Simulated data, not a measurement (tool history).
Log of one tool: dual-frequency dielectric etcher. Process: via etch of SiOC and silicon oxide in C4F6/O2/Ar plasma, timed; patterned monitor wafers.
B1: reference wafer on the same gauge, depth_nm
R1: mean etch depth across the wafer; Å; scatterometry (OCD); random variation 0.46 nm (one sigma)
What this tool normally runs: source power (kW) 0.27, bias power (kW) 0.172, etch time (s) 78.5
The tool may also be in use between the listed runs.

{"run": 1, "day": 0.0, "source power (kW)": 0.27, "bias power (kW)": 0.199, "etch time (s)": 78.5, "B1": 73.2, "R1": 756}
{"run": 2, "day": 2.075, "source power (kW)": 0.27, "bias power (kW)": 0.199, "etch time (s)": 78.5, "B1": 73.2, "R1": 767}
{"run": 3, "day": 4.825, "source power (kW)": 0.27, "bias power (kW)": 0.172, "etch time (s)": 78.5, "B1": 73.1, "R1": 732}
{"run": 4, "day": 6.008, "source power (kW)": 0.27, "bias power (kW)": 0.172, "etch time (s)": 78.5, "B1": 73.2, "R1": 731}
{"run": 5, "day": 8.067, "source power (kW)": 0.27, "bias power (kW)": 0.172, "etch time (s)": 78.5, "B1": 73.2, "R1": 734}
{"run": 6, "day": 10.0, "source power (kW)": 0.27, "bias power (kW)": 0.172, "etch time (s)": 78.5, "B1": 73.2, "R1": 732}
{"run": 7, "day": 11.533, "source power (kW)": 0.27, "bias power (kW)": 0.172, "etch time (s)": 78.5, "B1": 73.3, "R1": 729}
{"day": 14.675, "done": "wet clean of the chamber"}
{"run": 8, "day": 14.696, "source power (kW)": 0.27, "bias power (kW)": 0.172, "etch time (s)": 78.5, "B1": 73.2, "R1": 734}
{"run": 9, "day": 15.271, "source power (kW)": 0.27, "bias power (kW)": 0.172, "etch time (s)": 78.5, "B1": 73.2, "R1": 737}
{"day": 16.067, "done": "source power generator calibrated"}
{"run": 10, "day": 16.717, "source power (kW)": 0.27, "bias power (kW)": 0.172, "etch time (s)": 78.5, "B1": 73.2, "R1": 725}
{"day": 19.083, "done": "upper electrode replaced"}
{"run": 11, "day": 19.104, "source power (kW)": 0.27, "bias power (kW)": 0.199, "etch time (s)": 78.5, "B1": 73.1, "R1": 764}
{"run": 12, "day": 23.438, "source power (kW)": 0.27, "bias power (kW)": 0.199, "etch time (s)": 78.5, "B1": 73.2, "R1": 769}
{"day": 23.517, "done": "gauge calibrated"}
{"run": 13, "day": 24.779, "source power (kW)": 0.2, "bias power (kW)": 0.172, "etch time (s)": 60.5, "B1": 73.2, "R1": 523}
{"run": 14, "day": 26.858, "source power (kW)": 0.22, "bias power (kW)": 0.172, "etch time (s)": 65.5, "B1": 73.2, "R1": 576}
{"day": 28.696, "done": "bias power generator calibrated"}
{"run": 15, "day": 28.717, "source power (kW)": 0.27, "bias power (kW)": 0.172, "etch time (s)": 78.5, "B1": 73.2, "R1": 731}
{"run": 16, "day": 30.517, "source power (kW)": 0.27, "bias power (kW)": 0.13, "etch time (s)": 71, "B1": 73.2, "R1": 609}
{"run": 17, "day": 33.038, "source power (kW)": 0.3, "bias power (kW)": 0.199, "etch time (s)": 95.5, "B1": 73.3, "R1": 955}
{"run": 18, "day": 34.525, "source power (kW)": 0.33, "bias power (kW)": 0.153, "etch time (s)": 78.5, "B1": 73.2, "R1": 757}
{"run": 19, "day": 37.429, "source power (kW)": 0.25, "bias power (kW)": 0.2, "etch time (s)": 62, "B1": 73.2, "R1": 595}
{"day": 38.871, "done": "wet clean of the chamber"}
{"run": 20, "day": 40.146, "source power (kW)": 0.3, "bias power (kW)": 0.147, "etch time (s)": 78.5, "B1": 73.2, "R1": 723}
{"run": 21, "day": 41.388, "source power (kW)": 0.27, "bias power (kW)": 0.199, "etch time (s)": 78.5, "B1": 73.2, "R1": 755}
{"run": 22, "day": 43.892, "source power (kW)": 0.34, "bias power (kW)": 0.205, "etch time (s)": 78.5, "B1": 73.2, "R1": 812}
{"run": 23, "day": 44.892, "source power (kW)": 0.27, "bias power (kW)": 0.172, "etch time (s)": 78.5, "B1": 73.2, "R1": 734}
{"run": 24, "day": 46.833, "source power (kW)": 0.2, "bias power (kW)": 0.172, "etch time (s)": 60.5, "B1": 73.2, "R1": 524}
{"run": 25, "day": 49.083, "source power (kW)": 0.3, "bias power (kW)": 0.172, "etch time (s)": 91, "B1": 73.2, "R1": 866}
{"run": 26, "day": 51.05, "source power (kW)": 0.27, "bias power (kW)": 0.172, "etch time (s)": 60.5, "B1": 73.2, "R1": 558}
{"run": 27, "day": 52.288, "source power (kW)": 0.29, "bias power (kW)": 0.172, "etch time (s)": 78.5, "B1": 73.2, "R1": 741}
{"run": 28, "day": 53.296, "source power (kW)": 0.32, "bias power (kW)": 0.172, "etch time (s)": 63, "B1": 73.3, "R1": 610}
{"run": 29, "day": 55.296, "source power (kW)": 0.29, "bias power (kW)": 0.133, "etch time (s)": 78.5, "B1": 73.2, "R1": 695}
{"run": 30, "day": 57.867, "source power (kW)": 0.3, "bias power (kW)": 0.14, "etch time (s)": 63.5, "B1": 73.2, "R1": 571}

Hidden state, per run?
etch rate over this chamber's usual, %: 0 across all the runs
source power that arrives over what is set, %: 0 across all the runs
bias power that arrives over what is set, %: 0 across all the runs
gauge reads high (%): 0 across all the runs
